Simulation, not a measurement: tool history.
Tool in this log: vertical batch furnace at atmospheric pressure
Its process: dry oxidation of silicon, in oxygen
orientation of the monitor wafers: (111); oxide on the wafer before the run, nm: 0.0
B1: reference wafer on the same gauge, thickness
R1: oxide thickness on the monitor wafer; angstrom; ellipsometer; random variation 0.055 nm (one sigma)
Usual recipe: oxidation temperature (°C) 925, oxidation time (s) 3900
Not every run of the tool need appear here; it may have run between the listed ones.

run 1 hour=0.0 | oxidation_temperature_(°C)=925 oxidation_time_(s)=3900 | B1=35.00 | R1=385.6
run 2 hour=33.4 | oxidation_temperature_(°C)=925 oxidation_time_(s)=3900 | B1=35.00 | R1=385.3
run 3 hour=68.3 | oxidation_temperature_(°C)=925 oxidation_time_(s)=3900 | B1=34.99 | R1=385.4
run 4 hour=97.2 | oxidation_temperature_(°C)=931 oxidation_time_(s)=3900 | B1=34.99 | R1=406.2
run 5 hour=115.5 | oxidation_temperature_(°C)=931 oxidation_time_(s)=3900 | B1=35.00 | R1=406.0
run 6 hour=145.6 | oxidation_temperature_(°C)=931 oxidation_time_(s)=3900 | B1=35.01 | R1=407.0
-- hour=173.4 thermocouples replaced and temperature profile calibrated
run 7 hour=173.9 | oxidation_temperature_(°C)=925 oxidation_time_(s)=3900 | B1=35.01 | R1=368.9
run 8 hour=188.5 | oxidation_temperature_(°C)=925 oxidation_time_(s)=3900 | B1=34.99 | R1=368.8
run 9 hour=223.5 | oxidation_temperature_(°C)=925 oxidation_time_(s)=3900 | B1=35.00 | R1=370.0
run 10 hour=250.2 | oxidation_temperature_(°C)=925 oxidation_time_(s)=3060 | B1=35.00 | R1=312.1
-- hour=258.9 gauge calibrated
run 11 hour=266.0 | oxidation_temperature_(°C)=925 oxidation_time_(s)=3900 | B1=35.00 | R1=369.3
run 12 hour=293.7 | oxidation_temperature_(°C)=911 oxidation_time_(s)=2670 | B1=35.00 | R1=248.1
run 13 hour=308.4 | oxidation_temperature_(°C)=925 oxidation_time_(s)=3900 | B1=35.00 | R1=370.3
run 14 hour=333.9 | oxidation_temperature_(°C)=935 oxidation_time_(s)=2400 | B1=35.00 | R1=290.2
-- hour=368.6 boat lift adjusted
run 15 hour=369.1 | oxidation_temperature_(°C)=918 oxidation_time_(s)=3900 | B1=35.00 | R1=347.7
run 16 hour=373.8 | oxidation_temperature_(°C)=925 oxidation_time_(s)=3900 | B1=35.00 | R1=371.0
run 17 hour=407.7 | oxidation_temperature_(°C)=925 oxidation_time_(s)=3900 | B1=35.01 | R1=370.9
run 18 hour=429.1 | oxidation_temperature_(°C)=925 oxidation_time_(s)=5430 | B1=35.00 | R1=467.9
run 19 hour=457.4 | oxidation_temperature_(°C)=943 oxidation_time_(s)=5670 | B1=34.99 | R1=563.0
run 20 hour=474.6 | oxidation_temperature_(°C)=943 oxidation_time_(s)=4680 | B1=35.01 | R1=494.0
run 21 hour=489.0 | oxidation_temperature_(°C)=925 oxidation_time_(s)=3900 | B1=34.98 | R1=371.7
run 22 hour=522.7 | oxidation_temperature_(°C)=934 oxidation_time_(s)=2340 | B1=34.99 | R1=284.2

4 options for the next run, each taken on its own from the tool as it stands now. Forecast them:
run A hour=527.5 | oxidation_temperature_(°C)=925 oxidation_time_(s)=3900 | B1=? | R1=?
run B hour=527.5 | oxidation_temperature_(°C)=908 oxidation_time_(s)=5040 | B1=? | R1=?
run C hour=527.5 | oxidation_temperature_(°C)=909 oxidation_time_(s)=3210 | B1=? | R1=?
run D hour=527.5 | oxidation_temperature_(°C)=947 oxidation_time_(s)=4590 | B1=? | R1=?

run=A B1=35.01 R1=372.6
run=B B1=35.01 R1=376.9
run=C B1=35.01 R1=278.5
run=D B1=35.01 R1=505.1
Without the tool's hidden state the same runs would have given:
run=A R1=367.6
run=B R1=371.4
run=C R1=274.5
run=D R1=499.0

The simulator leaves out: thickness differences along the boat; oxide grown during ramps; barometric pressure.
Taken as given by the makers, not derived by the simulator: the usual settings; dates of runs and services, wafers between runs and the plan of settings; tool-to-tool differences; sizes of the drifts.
